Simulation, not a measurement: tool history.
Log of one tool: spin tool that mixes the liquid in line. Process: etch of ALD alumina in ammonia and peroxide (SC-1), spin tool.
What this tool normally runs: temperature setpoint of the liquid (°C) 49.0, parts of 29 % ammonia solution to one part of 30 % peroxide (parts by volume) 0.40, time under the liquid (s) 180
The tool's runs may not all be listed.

run	day	temperature setpoint of the liquid (°C)	parts of 29 % ammonia solution to one part of 30 % peroxide (parts by volume)	time under the liquid (s)	wafers since the last listed run	hours since the thermometer was replaced	hours since the ammonia flow meter was replaced	hours since the heated supply line was repaired	hours since the drum of ammonia solution was connected	hours since the gauge calibration	read-back film thickness of the ALD alumina reference wafer, read on the same gauge (nm)	thickness taken off the ALD alumina on a monitor wafer (nm)
1	0.000	49.0	0.35	180	0	2065.5	2025.5	758.0	794.4	2078.2	130.02	9.57
# day 0.604: heated supply line repaired
2	4.025	49.0	0.35	180	773	2162.1	2122.1	82.1	891.0	2174.8	130.01	9.57
3	8.238	53.0	0.30	180	817	2263.2	2223.2	183.2	992.1	2275.9	130.01	11.65
4	12.633	49.0	0.40	180	853	2368.7	2328.7	288.7	1097.6	2381.4	129.97	9.71
# day 14.746: new drum of ammonia solution connected
5	15.312	49.0	0.40	260	511	2433.0	2393.0	353.0	13.6	2445.7	130.00	14.03
6	18.271	49.0	0.40	260	574	2504.0	2464.0	424.0	84.6	2516.7	129.99	14.20
# day 20.179: thermometer replaced
7	22.308	49.0	0.40	260	775	51.1	2560.9	520.9	181.5	2613.6	130.02	14.16
# day 23.646: ammonia flow meter replaced
# day 24.121: gauge calibrated
8	26.467	49.0	0.40	250	798	150.9	67.7	620.7	281.3	56.3	129.99	13.32
9	30.942	55.0	0.25	90	868	258.3	175.1	728.1	388.7	163.7	129.99	6.45
10	32.517	54.5	0.40	180	305	296.1	212.9	765.9	426.5	201.5	129.98	13.16
11	35.475	49.0	0.40	180	574	367.1	283.9	836.9	497.5	272.5	130.01	9.69
12	38.112	49.0	0.40	265	511	430.4	347.2	900.2	560.8	335.8	129.98	14.21
# day 40.800: heated supply line repaired
13	41.729	49.0	0.55	250	693	517.2	434.0	22.3	647.6	422.6	130.03	13.74
14	43.279	45.5	0.30	230	300	554.4	471.2	59.5	684.8	459.8	129.98	9.75
15	47.017	49.0	0.40	180	725	644.1	560.9	149.2	774.5	549.5	130.00	9.64
16	49.962	45.5	0.40	180	571	714.8	631.6	219.9	845.2	620.2	129.98	7.98
17	53.762	54.0	0.50	230	737	806.0	722.8	311.1	936.4	711.4	129.97	16.38
18	57.196	49.0	0.20	180	666	888.4	805.2	393.5	1018.8	793.8	129.98	9.10
19	60.854	49.0	0.40	180	710	976.2	893.0	481.3	1106.6	881.6	130.00	9.73
# day 62.104: new drum of ammonia solution connected
20	64.438	53.5	0.35	245	687	1062.2	979.0	567.3	56.0	967.6	130.01	16.50
21	67.096	49.0	0.40	180	515	1126.0	1042.8	631.1	119.8	1031.4	130.00	9.65
22	68.838	49.0	0.50	180	338	1167.8	1084.6	672.9	161.6	1073.2	130.01	9.83
23	71.442	49.0	0.40	135	505	1230.3	1147.1	735.4	224.1	1135.7	130.02	7.22
# day 73.650: heated supply line repaired
24	74.600	49.0	0.40	100	604	1306.1	1222.9	22.8	299.9	1211.5	130.00	5.43
25	77.725	49.0	0.40	180	606	1381.1	1297.9	97.8	374.9	1286.5	129.99	9.66

Below are 4 alternative next runs, each starting from the tool's condition after run 25. Predict each:
A	77.746	40.0	0.40	180	4	1381.6	1298.4	98.3	375.4	1287.0	?	?
B	77.746	59.0	0.25	265	4	1381.6	1298.4	98.3	375.4	1287.0	?	?
C	77.746	49.0	0.40	290	4	1381.6	1298.4	98.3	375.4	1287.0	?	?
D	77.746	43.5	0.35	270	4	1381.6	1298.4	98.3	375.4	1287.0	?	?

run	read-back film thickness of the ALD alumina reference wafer, read on the same gauge (nm)	thickness taken off the ALD alumina on a monitor wafer (nm)
A	130.02	5.83
B	130.02	23.47
C	130.02	15.72
D	130.02	10.59
Without the tool's hidden state the same runs would have given:
run	thickness taken off the ALD alumina on a monitor wafer (nm)
A	5.83
B	23.47
C	15.72
D	10.59
